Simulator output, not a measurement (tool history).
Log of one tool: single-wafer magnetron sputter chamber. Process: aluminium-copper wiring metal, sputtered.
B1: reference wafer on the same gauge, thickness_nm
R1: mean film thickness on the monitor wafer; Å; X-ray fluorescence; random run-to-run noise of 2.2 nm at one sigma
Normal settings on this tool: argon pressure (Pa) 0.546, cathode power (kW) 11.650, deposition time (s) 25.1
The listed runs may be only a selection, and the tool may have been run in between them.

{"run": 1, "hour": 0.0, "argon pressure (Pa)": 0.546, "cathode power (kW)": 11.65, "deposition time (s)": 25.1, "B1": 494.635, "R1": 5184.03}
{"run": 2, "hour": 14.3, "argon pressure (Pa)": 0.546, "cathode power (kW)": 11.65, "deposition time (s)": 25.1, "B1": 494.098, "R1": 5189.19}
{"run": 3, "hour": 26.3, "argon pressure (Pa)": 0.546, "cathode power (kW)": 11.65, "deposition time (s)": 25.1, "B1": 493.533, "R1": 5180.17}
{"hour": 47.3, "done": "sputter target and shields replaced"}
{"run": 4, "hour": 47.8, "argon pressure (Pa)": 0.546, "cathode power (kW)": 11.65, "deposition time (s)": 25.1, "B1": 494.262, "R1": 5194.96}
{"run": 5, "hour": 56.5, "argon pressure (Pa)": 0.546, "cathode power (kW)": 11.65, "deposition time (s)": 25.1, "B1": 493.994, "R1": 5213.78}
{"run": 6, "hour": 67.5, "argon pressure (Pa)": 0.65, "cathode power (kW)": 11.65, "deposition time (s)": 21.5, "B1": 493.655, "R1": 4244.5}
{"run": 7, "hour": 82.5, "argon pressure (Pa)": 0.65, "cathode power (kW)": 11.65, "deposition time (s)": 21.5, "B1": 493.548, "R1": 4264.64}
{"run": 8, "hour": 93.7, "argon pressure (Pa)": 0.65, "cathode power (kW)": 11.65, "deposition time (s)": 21.5, "B1": 493.507, "R1": 4223.65}
{"run": 9, "hour": 105.5, "argon pressure (Pa)": 0.546, "cathode power (kW)": 11.65, "deposition time (s)": 25.1, "B1": 493.999, "R1": 5227.81}
{"run": 10, "hour": 122.0, "argon pressure (Pa)": 0.546, "cathode power (kW)": 11.65, "deposition time (s)": 25.1, "B1": 495.181, "R1": 5199.91}
{"hour": 135.2, "done": "magnet pack replaced"}
{"run": 11, "hour": 135.7, "argon pressure (Pa)": 0.546, "cathode power (kW)": 11.65, "deposition time (s)": 25.1, "B1": 494.066, "R1": 5208.35}
{"run": 12, "hour": 143.5, "argon pressure (Pa)": 0.546, "cathode power (kW)": 13.9, "deposition time (s)": 25.1, "B1": 493.535, "R1": 6209.98}
{"hour": 150.3, "done": "gauge calibrated"}
{"run": 13, "hour": 157.1, "argon pressure (Pa)": 0.546, "cathode power (kW)": 13.9, "deposition time (s)": 25.1, "B1": 494.22, "R1": 6187.83}
{"run": 14, "hour": 169.4, "argon pressure (Pa)": 0.546, "cathode power (kW)": 11.65, "deposition time (s)": 25.1, "B1": 493.632, "R1": 5207.65}
{"run": 15, "hour": 181.8, "argon pressure (Pa)": 0.546, "cathode power (kW)": 11.65, "deposition time (s)": 25.1, "B1": 494.639, "R1": 5199.46}
{"run": 16, "hour": 191.4, "argon pressure (Pa)": 0.546, "cathode power (kW)": 11.65, "deposition time (s)": 25.1, "B1": 493.421, "R1": 5199.16}
{"run": 17, "hour": 204.2, "argon pressure (Pa)": 0.649, "cathode power (kW)": 12.95, "deposition time (s)": 22.0, "B1": 494.569, "R1": 4792.12}
{"run": 18, "hour": 215.9, "argon pressure (Pa)": 0.546, "cathode power (kW)": 9.85, "deposition time (s)": 29.6, "B1": 493.519, "R1": 5199.8}
{"hour": 225.7, "done": "capacitance manometer re-zeroed and calibrated"}
{"run": 19, "hour": 229.6, "argon pressure (Pa)": 0.406, "cathode power (kW)": 9.6, "deposition time (s)": 25.1, "B1": 493.783, "R1": 4571.97}
{"run": 20, "hour": 244.1, "argon pressure (Pa)": 0.546, "cathode power (kW)": 11.65, "deposition time (s)": 25.1, "B1": 494.036, "R1": 5234.03}
{"run": 21, "hour": 254.7, "argon pressure (Pa)": 0.546, "cathode power (kW)": 11.65, "deposition time (s)": 25.1, "B1": 494.144, "R1": 5191.49}
{"hour": 270.2, "done": "sputter target and shields replaced"}
{"run": 22, "hour": 270.7, "argon pressure (Pa)": 0.656, "cathode power (kW)": 11.65, "deposition time (s)": 25.1, "B1": 493.198, "R1": 4899.07}
{"run": 23, "hour": 279.6, "argon pressure (Pa)": 0.546, "cathode power (kW)": 12.9, "deposition time (s)": 25.1, "B1": 494.017, "R1": 5792.79}
{"run": 24, "hour": 310.1, "argon pressure (Pa)": 0.687, "cathode power (kW)": 10.3, "deposition time (s)": 20.3, "B1": 493.932, "R1": 3482.87}
{"run": 25, "hour": 323.9, "argon pressure (Pa)": 0.546, "cathode power (kW)": 11.65, "deposition time (s)": 29.6, "B1": 494.802, "R1": 6094.76}
{"run": 26, "hour": 334.4, "argon pressure (Pa)": 0.613, "cathode power (kW)": 9.4, "deposition time (s)": 23.2, "B1": 493.814, "R1": 3765.31}
{"run": 27, "hour": 345.3, "argon pressure (Pa)": 0.546, "cathode power (kW)": 11.65, "deposition time (s)": 25.1, "B1": 493.983, "R1": 5194.22}
{"run": 28, "hour": 357.3, "argon pressure (Pa)": 0.546, "cathode power (kW)": 11.65, "deposition time (s)": 25.1, "B1": 494.544, "R1": 5195.02}
{"run": 29, "hour": 367.8, "argon pressure (Pa)": 0.437, "cathode power (kW)": 9.55, "deposition time (s)": 26.5, "B1": 493.634, "R1": 4761.61}
{"run": 30, "hour": 378.7, "argon pressure (Pa)": 0.546, "cathode power (kW)": 8.8, "deposition time (s)": 21.4, "B1": 493.64, "R1": 3356.69}
{"run": 31, "hour": 389.6, "argon pressure (Pa)": 0.699, "cathode power (kW)": 11.65, "deposition time (s)": 21.6, "B1": 493.884, "R1": 4146.47}
{"run": 32, "hour": 443.1, "argon pressure (Pa)": 0.546, "cathode power (kW)": 11.65, "deposition time (s)": 25.1, "B1": 493.69, "R1": 5238.3}

Consider 3 possible next runs. They are alternatives, not a sequence: every one starts from the tool as it was left by run 32. What does each give?
{"run": "A", "hour": 443.5, "argon pressure (Pa)": 0.546, "cathode power (kW)": 13.25, "deposition time (s)": 25.1, "B1": "?", "R1": "?"}
{"run": "B", "hour": 443.5, "argon pressure (Pa)": 0.546, "cathode power (kW)": 13.45, "deposition time (s)": 25.1, "B1": "?", "R1": "?"}
{"run": "C", "hour": 443.5, "argon pressure (Pa)": 0.397, "cathode power (kW)": 11.65, "deposition time (s)": 20.3, "B1": "?", "R1": "?"}

run=A B1=493.692 R1=5919.20
run=B B1=493.692 R1=6008.55
run=C B1=493.692 R1=4519.21
Had the tool no hidden state, the same runs would have come out as:
run=A R1=5919.20
run=B R1=6008.55
run=C R1=4519.21

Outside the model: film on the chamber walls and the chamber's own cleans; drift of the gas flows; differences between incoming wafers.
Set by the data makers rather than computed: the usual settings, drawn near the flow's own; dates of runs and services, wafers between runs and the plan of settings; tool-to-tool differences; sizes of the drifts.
